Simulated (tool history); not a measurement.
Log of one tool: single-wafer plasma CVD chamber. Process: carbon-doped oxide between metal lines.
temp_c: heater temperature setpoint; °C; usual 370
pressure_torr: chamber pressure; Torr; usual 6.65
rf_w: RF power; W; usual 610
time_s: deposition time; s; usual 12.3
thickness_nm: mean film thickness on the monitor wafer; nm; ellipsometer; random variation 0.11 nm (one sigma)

run    hour  temp_c  pressure_torr  rf_w  time_s  read-back reference wafer on the same gauge, thickness_nm  thickness_nm
  1       0     370           5.85   610    12.3                                                     81.587        69.027
  2    40.2     370           5.85   610    12.3                                                     81.546        69.339
  3    66.3     370           6.65   610    10.4                                                     81.617        59.437
  4   136.3     370           6.65   610    10.4                                                     81.602        59.409
  5   174.5     370           6.65   610    10.4                                                     81.569        59.263
  6   215.3     370           6.65   550    13.4                                                      81.57        73.404
  7   269.3     370           6.65   610    12.3                                                     81.607        69.902
  8     324     370           6.65   610    12.3                                                     81.621        69.818
  9     391     370           6.65   610    12.3                                                     81.621        69.781
 10   451.4     379           7.54   610    12.3                                                     81.605        69.178
      480.4  -- capacitance manometer re-zeroed and calibrated
 11   480.9     379           7.54   610    12.3                                                      81.62        69.372
 12   533.2     379           7.54   610    12.3                                                      81.56        69.529
 13   604.6     370           6.65   610    12.3                                                     81.593        70.126
 14   666.9     370           7.44   540    13.8                                                     81.609        75.829
 15   738.1     358           6.65   695    14.4                                                     81.594         88.46
 16   771.2     370           6.65   610    14.2                                                     81.595        81.043
 17   802.1     382           6.65   610    12.3                                                     81.592        68.374
 18   828.9     370           6.01   610    13.7                                                     81.619        77.265
      855.7  -- showerhead replaced
 19   992.2     363           6.65   510    12.3                                                     81.618        66.904
 20  1055.1     363           5.97   710     9.9                                                     81.598        60.209
     1073.6  -- gauge calibrated
 21  1086.5     370           6.01   610    13.7                                                      81.59        77.137
     1103.1  -- thermocouple changed; heater temperature recalibrated
     1142.8  -- RF generator calibrated
 22  1161.4     362           7.94   610    12.3                                                     81.582        73.124
 23  1218.3     370           6.65   610    12.3                                                     81.577        70.725
 24    1372     370           6.65   610    12.3                                                     81.538        70.696
 25  1434.1     370           6.01   610    13.7                                                     81.579        77.657
 26  1459.6     370           6.21   510    13.9                                                     81.589        74.329
 27  1520.6     370           6.65   610    12.3                                                     81.529         70.37

Forecast each of these 5 alternatives for the next run:
  A  1521     370           6.65   720    12.3                                                          ?             ?
  B  1521     370           6.65   510    10.4                                                          ?             ?
  C  1521     370           7.75   515    12.3                                                          ?             ?
  D  1521     384           7.53   575      13                                                          ?             ?
  E  1521     370           6.65   610    10.3                                                          ?             ?

run  read-back reference wafer on the same gauge, thickness_nm  thickness_nm
  A                                                     81.615        74.745
  B                                                     81.615         56.08
  C                                                     81.615        67.047
  D                                                     81.615        71.248
  E                                                     81.615        59.073
Without the tool's hidden state the same runs would have given:
run  thickness_nm
  A         75.36
  B        56.542
  C        67.561
  D        71.744
  E        59.559
